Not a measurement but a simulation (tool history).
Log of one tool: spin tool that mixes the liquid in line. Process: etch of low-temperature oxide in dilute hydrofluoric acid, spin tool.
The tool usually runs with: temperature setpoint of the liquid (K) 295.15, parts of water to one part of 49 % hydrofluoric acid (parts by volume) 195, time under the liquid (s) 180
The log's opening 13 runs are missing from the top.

| run | hour | temperature setpoint of the liquid (K) | parts of water to one part of 49 % hydrofluoric acid (parts by volume) | time under the liquid (s) | wafers since the last listed run | hours since the thermometer was replaced | hours since the hydrofluoric acid flow meter was replaced | hours since the gauge calibration | read-back film thickness of the low-temperature oxide reference wafer, read on the same gauge (nm) | thickness taken off the low-temperature oxide on a monitor wafer (nm) |
|---|---|---|---|---|---|---|---|---|---|---|
| 14 | 853.1 | 298.15 | 195 | 250 | 323 | 90.3 | 611.9 | 335.6 | 140.04 | 14.63 |
| 15 | 900.4 | 295.15 | 195 | 180 | 314 | 137.6 | 659.2 | 382.9 | 140.04 | 9.45 |
| 16 | 937.9 | 295.15 | 195 | 180 | 249 | 175.1 | 696.7 | 420.4 | 140.03 | 9.52 |
| 17 | 978.8 | 290.65 | 120 | 180 | 271 | 216.0 | 737.6 | 461.3 | 140.03 | 14.02 |
| 18 | 1045.7 | 295.15 | 195 | 180 | 444 | 282.9 | 804.5 | 528.2 | 140.02 | 9.59 |
| 19 | 1137.1 | 297.65 | 115 | 90 | 607 | 374.3 | 895.9 | 619.6 | 140.01 | 9.92 |
|  | 1296.7 | hydrofluoric acid flow meter replaced |
| 20 | 1362.8 | 295.15 | 260 | 120 | 1493 | 600.0 | 66.1 | 845.3 | 140.04 | 4.56 |
| 21 | 1424.3 | 295.15 | 165 | 140 | 408 | 661.5 | 127.6 | 906.8 | 140.00 | 9.34 |
| 22 | 1518.2 | 295.15 | 285 | 180 | 624 | 755.4 | 221.5 | 1000.7 | 139.93 | 6.24 |
|  | 1547.2 | thermometer replaced |
| 23 | 1615.3 | 298.65 | 195 | 235 | 638 | 68.1 | 318.6 | 1097.8 | 140.00 | 13.98 |
| 24 | 1681.4 | 293.65 | 125 | 275 | 439 | 134.2 | 384.7 | 1163.9 | 140.00 | 23.06 |
| 25 | 1785.8 | 295.15 | 110 | 260 | 693 | 238.6 | 489.1 | 1268.3 | 139.94 | 27.01 |
| 26 | 1878.7 | 298.15 | 195 | 275 | 617 | 331.5 | 582.0 | 1361.2 | 139.95 | 16.39 |
| 27 | 1956.4 | 299.65 | 195 | 110 | 516 | 409.2 | 659.7 | 1438.9 | 140.03 | 6.96 |

Run 28, settings as shown, results not yet in. Your forecast:
| 28 | 2035.8 | 290.65 | 195 | 140 | 527 | 488.6 | 739.1 | 1518.3 | ? | ? |

For run 28 the tool returned read-back film thickness of the low-temperature oxide reference wafer, read on the same gauge (nm) 140.01, thickness taken off the low-temperature oxide on a monitor wafer (nm) 6.38.
The same run, on a tool lacking any hidden state, would have yielded thickness taken off the low-temperature oxide on a monitor wafer (nm) 6.14.
